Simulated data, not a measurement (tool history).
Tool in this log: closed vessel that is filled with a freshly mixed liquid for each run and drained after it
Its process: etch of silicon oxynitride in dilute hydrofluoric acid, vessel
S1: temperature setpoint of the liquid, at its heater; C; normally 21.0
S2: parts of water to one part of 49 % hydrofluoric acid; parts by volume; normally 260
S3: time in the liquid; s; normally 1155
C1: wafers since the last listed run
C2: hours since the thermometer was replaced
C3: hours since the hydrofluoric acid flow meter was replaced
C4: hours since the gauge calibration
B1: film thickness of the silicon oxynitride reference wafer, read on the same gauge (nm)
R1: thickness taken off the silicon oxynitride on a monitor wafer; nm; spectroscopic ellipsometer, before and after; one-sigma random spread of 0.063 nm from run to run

run	day	S1	S2	S3	C1	C2	C3	C4	B1	R1
1	0.000	21.0	175	1155	0	399.4	554.2	263.7	39.98	22.31
2	2.200	21.0	175	1155	1930	452.2	607.0	316.5	39.97	22.40
3	3.929	21.0	260	945	1517	493.7	648.5	358.0	40.00	11.66
4	6.771	21.0	260	945	2494	561.9	716.7	426.2	40.01	11.82
5	8.417	21.0	260	1355	1444	601.4	756.2	465.7	39.98	16.78
# day 9.788: thermometer replaced
6	9.992	21.0	260	1355	1345	4.9	794.0	503.5	39.97	16.47
7	11.842	21.0	205	1155	1623	49.3	838.4	547.9	39.99	18.29
8	13.275	21.0	205	1155	1258	83.7	872.8	582.3	40.01	18.36
9	16.071	21.0	260	1155	2453	150.8	939.9	649.4	39.97	14.04
10	17.438	21.0	260	1155	1199	183.6	972.7	682.2	40.04	14.07
11	18.954	21.0	260	1155	1331	220.0	1009.1	718.6	39.99	14.04
12	21.017	21.0	260	1155	1810	269.5	1058.6	768.1	40.00	14.20
13	23.238	21.0	260	1155	1949	322.8	1111.9	821.4	40.03	14.27
14	24.550	18.0	215	705	1152	354.3	1143.4	852.9	40.01	9.40
15	27.008	18.0	295	1510	2157	413.3	1202.4	911.9	40.00	14.07
# day 28.588: gauge calibrated
16	29.225	23.5	315	1785	1945	466.5	1255.6	15.3	40.00	19.76
# day 30.892: hydrofluoric acid flow meter replaced
17	31.158	21.0	360	960	1660	512.9	6.4	61.7	40.00	8.09
18	33.100	21.0	260	945	1704	559.5	53.0	108.3	40.02	11.77
19	34.125	18.0	260	1155	899	584.1	77.6	132.9	39.98	12.74
# day 34.642: thermometer replaced
20	35.225	21.0	175	1155	928	14.0	104.0	159.3	40.03	22.03
21	37.054	21.0	260	935	1605	57.9	147.9	203.2	39.97	11.38
22	38.308	21.0	260	1155	1100	88.0	178.0	233.3	40.01	14.18
23	42.100	24.0	385	745	3328	179.0	269.0	324.3	40.01	6.47
24	44.396	21.0	205	1155	2015	234.1	324.1	379.4	39.99	18.62

Forecast each of these 3 alternatives for the next run:
A	44.438	21.0	260	595	36	235.1	325.1	380.4	?	?
B	44.438	17.5	260	465	36	235.1	325.1	380.4	?	?
C	44.438	26.0	320	1155	36	235.1	325.1	380.4	?	?

run	B1	R1
A	40.02	7.34
B	40.02	4.89
C	40.02	13.74
With no hidden state in the tool, these same runs would have given:
run	R1
A	7.16
B	4.77
C	13.43

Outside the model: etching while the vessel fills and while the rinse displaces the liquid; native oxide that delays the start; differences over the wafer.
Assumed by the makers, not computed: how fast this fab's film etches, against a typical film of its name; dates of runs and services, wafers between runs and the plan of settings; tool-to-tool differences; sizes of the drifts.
